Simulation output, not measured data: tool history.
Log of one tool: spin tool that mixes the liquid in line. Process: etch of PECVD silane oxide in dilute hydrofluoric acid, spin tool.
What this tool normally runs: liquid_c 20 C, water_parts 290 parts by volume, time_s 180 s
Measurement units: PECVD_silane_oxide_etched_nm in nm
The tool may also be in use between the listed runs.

run    hour  liquid_c  water_parts  time_s  read-back film thickness of the PECVD silane oxide reference wafer, read on the same gauge (nm)  PECVD_silane_oxide_etched_nm
  1       0        20          290     180                                                                                            60.02                         17.23
  2    66.5        17          290     180                                                                                            59.99                         15.23
  3   249.9        17          290     180                                                                                               60                         15.07
  4   310.2        17          290     180                                                                                            60.01                         15.16
  5   337.6        20          290     150                                                                                            59.97                         14.09
  6   373.9        20          290     180                                                                                               60                         16.69
        418  -- gauge calibrated
  7   421.1        20          290     180                                                                                            60.01                         16.74
  8   452.5        20          290     180                                                                                            59.96                         16.79
  9   479.8        20          290     180                                                                                            60.02                         16.73
 10   510.4        20          290     180                                                                                               60                         16.67
      534.2  -- hydrofluoric acid flow meter replaced
 11   537.8        20          290     180                                                                                            59.99                          18.4
 12   563.7        20          290     180                                                                                            60.01                         18.39
 13   620.2        20          290     180                                                                                            60.03                         18.45
 14   833.7        20          410     180                                                                                            60.05                          11.6
 15     875        20          290     180                                                                                            59.99                         18.12
 16  1012.8        20          290     180                                                                                            59.94                         17.93
 17  1070.1        20          290     180                                                                                            59.96                         17.89
 18  1238.2        20          290     180                                                                                               60                         17.64
 19  1293.9        20          290     100                                                                                               60                          9.82
 20  1323.8        20          160     180                                                                                            60.01                         36.29
     1393.1  -- thermometer replaced
 21  1393.6        17          350     245                                                                                            59.98                         17.46
 22  1424.5      22.5          335     130                                                                                            59.99                         12.05
 23  1472.2        20          290     180                                                                                            59.97                         18.32
 24  1504.2        22          430     220                                                                                            59.99                         14.28
 25    1565        17          225     245                                                                                            60.06                         30.34
 26  1604.3        18          185     180                                                                                            60.05                         29.55
 27  1634.3        20          175     100                                                                                               60                         18.57
 28  1698.2        20          290     180                                                                                            59.99                         18.17
 29  1733.8        23          350     145                                                                                            59.97                         12.82
 30  1771.3      21.5          425     180                                                                                            60.04                         11.58
 31  1797.5        20          290     180                                                                                            59.94                         18.14
 32  1862.2      23.5          190     180                                                                                            60.04                         34.23

Hidden state or all else? Some run-to-run changes of PECVD_silane_oxide_etched_nm, split into what the settings, what came in and random variation would give without the hidden state, and what is left for the hidden state (with any gauge scatter that isn't in both results):
The tool's hidden condition here consists of: liquid colder than its thermometer reads (K); hydrofluoric acid flow below the setpoint (%); gauge reads high (%).
Run 10 -> 11: hydrofluoric acid flow meter replaced. PECVD_silane_oxide_etched_nm +1.73 nm: hidden state +1.76, all else -0.03.
Run 19 -> 20: water_parts 290 -> 160, time_s 100 -> 180. PECVD_silane_oxide_etched_nm +26.47 nm: hidden state -2.25, all else +28.72.
Run 20 -> 21: liquid_c 20 -> 17, water_parts 160 -> 350, time_s 180 -> 245, thermometer replaced. PECVD_silane_oxide_etched_nm -18.83 nm: hidden state +2.36, all else -21.19.
Run 31 -> 32: liquid_c 20 -> 23.5, water_parts 290 -> 190. PECVD_silane_oxide_etched_nm +16.09 nm: hidden state -1.03, all else +17.12.
